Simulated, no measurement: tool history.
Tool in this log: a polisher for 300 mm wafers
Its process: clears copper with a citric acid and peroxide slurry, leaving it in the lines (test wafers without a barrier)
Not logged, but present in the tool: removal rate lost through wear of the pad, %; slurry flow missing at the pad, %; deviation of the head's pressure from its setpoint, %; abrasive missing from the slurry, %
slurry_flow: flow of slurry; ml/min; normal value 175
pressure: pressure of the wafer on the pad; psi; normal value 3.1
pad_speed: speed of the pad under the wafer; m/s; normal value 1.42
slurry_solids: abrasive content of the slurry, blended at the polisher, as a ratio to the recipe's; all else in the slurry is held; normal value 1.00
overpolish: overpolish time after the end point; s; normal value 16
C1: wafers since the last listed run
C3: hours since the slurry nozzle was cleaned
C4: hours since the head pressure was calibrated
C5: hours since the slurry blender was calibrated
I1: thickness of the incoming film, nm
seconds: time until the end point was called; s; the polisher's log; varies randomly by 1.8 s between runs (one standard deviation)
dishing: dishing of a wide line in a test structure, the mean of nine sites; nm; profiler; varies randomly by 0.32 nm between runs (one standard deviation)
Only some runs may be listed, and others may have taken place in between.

{"run": 1, "hour": 0.0, "slurry_flow": 175, "pressure": 3.1, "pad_speed": 1.42, "slurry_solids": 1.0, "overpolish": 16, "C1": 0, "wafers polished on this pad": 910, "C3": 452.1, "C4": 888.2, "C5": 80.0, "I1": 369.9, "seconds": 154.8, "dishing": 23.2}
{"hour": 61.4, "done": "worn pad replaced by a new one"}
{"run": 2, "hour": 65.7, "slurry_flow": 175, "pressure": 3.1, "pad_speed": 1.42, "slurry_solids": 1.0, "overpolish": 16, "C1": 278, "wafers polished on this pad": 19, "C3": 517.8, "C4": 953.9, "C5": 145.7, "I1": 371.0, "seconds": 147.5, "dishing": 24.5}
{"run": 3, "hour": 133.5, "slurry_flow": 175, "pressure": 3.1, "pad_speed": 1.42, "slurry_solids": 1.0, "overpolish": 16, "C1": 306, "wafers polished on this pad": 325, "C3": 585.6, "C4": 1021.7, "C5": 213.5, "I1": 369.6, "seconds": 146.8, "dishing": 24.3}
{"run": 4, "hour": 166.2, "slurry_flow": 210, "pressure": 3.1, "pad_speed": 1.42, "slurry_solids": 1.0, "overpolish": 16, "C1": 147, "wafers polished on this pad": 473, "C3": 618.3, "C4": 1054.4, "C5": 246.2, "I1": 372.8, "seconds": 149.4, "dishing": 23.8}
{"run": 5, "hour": 226.8, "slurry_flow": 210, "pressure": 3.1, "pad_speed": 1.42, "slurry_solids": 1.0, "overpolish": 16, "C1": 273, "wafers polished on this pad": 747, "C3": 678.9, "C4": 1115.0, "C5": 306.8, "I1": 363.3, "seconds": 149.2, "dishing": 23.7}
{"run": 6, "hour": 290.3, "slurry_flow": 210, "pressure": 3.1, "pad_speed": 1.42, "slurry_solids": 1.0, "overpolish": 16, "C1": 286, "wafers polished on this pad": 1033, "C3": 742.4, "C4": 1178.5, "C5": 370.3, "I1": 367.4, "seconds": 153.2, "dishing": 22.9}
{"hour": 294.7, "done": "slurry blender recalibrated"}
{"hour": 314.0, "done": "slurry nozzle cleaned"}
{"hour": 325.5, "done": "worn pad replaced by a new one"}
{"run": 7, "hour": 332.5, "slurry_flow": 175, "pressure": 3.1, "pad_speed": 1.42, "slurry_solids": 1.0, "overpolish": 16, "C1": 158, "wafers polished on this pad": 31, "C3": 18.5, "C4": 1220.7, "C5": 37.8, "I1": 370.6, "seconds": 149.9, "dishing": 24.3}
{"run": 8, "hour": 371.2, "slurry_flow": 190, "pressure": 3.1, "pad_speed": 1.42, "slurry_solids": 1.0, "overpolish": 16, "C1": 174, "wafers polished on this pad": 206, "C3": 57.2, "C4": 1259.4, "C5": 76.5, "I1": 375.2, "seconds": 153.5, "dishing": 24.1}
{"run": 9, "hour": 395.3, "slurry_flow": 175, "pressure": 3.1, "pad_speed": 1.42, "slurry_solids": 1.15, "overpolish": 16, "C1": 108, "wafers polished on this pad": 315, "C3": 81.3, "C4": 1283.5, "C5": 100.6, "I1": 368.5, "seconds": 148.7, "dishing": 24.1}
{"hour": 406.6, "done": "head pressure recalibrated"}
{"run": 10, "hour": 464.2, "slurry_flow": 175, "pressure": 3.1, "pad_speed": 1.42, "slurry_solids": 0.7, "overpolish": 9, "C1": 302, "wafers polished on this pad": 617, "C3": 150.2, "C4": 57.6, "C5": 169.5, "I1": 373.9, "seconds": 148.7, "dishing": 15.6}
{"run": 11, "hour": 524.6, "slurry_flow": 175, "pressure": 3.1, "pad_speed": 1.42, "slurry_solids": 1.0, "overpolish": 16, "C1": 272, "wafers polished on this pad": 890, "C3": 210.6, "C4": 118.0, "C5": 229.9, "I1": 370.2, "seconds": 146.0, "dishing": 23.9}
{"hour": 568.4, "done": "worn pad replaced by a new one"}
{"run": 12, "hour": 571.6, "slurry_flow": 130, "pressure": 3.1, "pad_speed": 1.92, "slurry_solids": 1.0, "overpolish": 16, "C1": 194, "wafers polished on this pad": 14, "C3": 257.6, "C4": 165.0, "C5": 276.9, "I1": 365.1, "seconds": 109.4, "dishing": 30.1}
{"run": 13, "hour": 626.4, "slurry_flow": 215, "pressure": 3.1, "pad_speed": 1.42, "slurry_solids": 1.0, "overpolish": 16, "C1": 247, "wafers polished on this pad": 262, "C3": 312.4, "C4": 219.8, "C5": 331.7, "I1": 375.9, "seconds": 137.3, "dishing": 26.1}
{"run": 14, "hour": 676.3, "slurry_flow": 175, "pressure": 3.1, "pad_speed": 1.42, "slurry_solids": 1.0, "overpolish": 16, "C1": 225, "wafers polished on this pad": 487, "C3": 362.3, "C4": 269.7, "C5": 381.6, "I1": 371.4, "seconds": 145.3, "dishing": 24.4}
{"hour": 680.9, "done": "slurry blender recalibrated"}
{"run": 15, "hour": 747.1, "slurry_flow": 175, "pressure": 3.1, "pad_speed": 1.42, "slurry_solids": 1.0, "overpolish": 16, "C1": 310, "wafers polished on this pad": 798, "C3": 433.1, "C4": 340.5, "C5": 66.2, "I1": 374.4, "seconds": 152.1, "dishing": 24.3}
{"run": 16, "hour": 784.7, "slurry_flow": 195, "pressure": 2.7, "pad_speed": 1.42, "slurry_solids": 0.8, "overpolish": 16, "C1": 169, "wafers polished on this pad": 968, "C3": 470.7, "C4": 378.1, "C5": 103.8, "I1": 377.0, "seconds": 176.2, "dishing": 21.0}

Hidden state or all else? Some run-to-run changes of seconds, split into what the settings, what came in and random variation would give without the hidden state, and what is left for the hidden state (with any gauge scatter that isn't in both results):
Run 6 -> 7: slurry_flow 210 -> 175, slurry blender recalibrated, slurry nozzle cleaned, worn pad replaced by a new one. seconds -3.3 s: hidden state -11.6, all else +8.3.
Run 11 -> 12: slurry_flow 175 -> 130, pad_speed 1.42 -> 1.92, worn pad replaced by a new one. seconds -36.6 s: hidden state -9.8, all else -26.8.
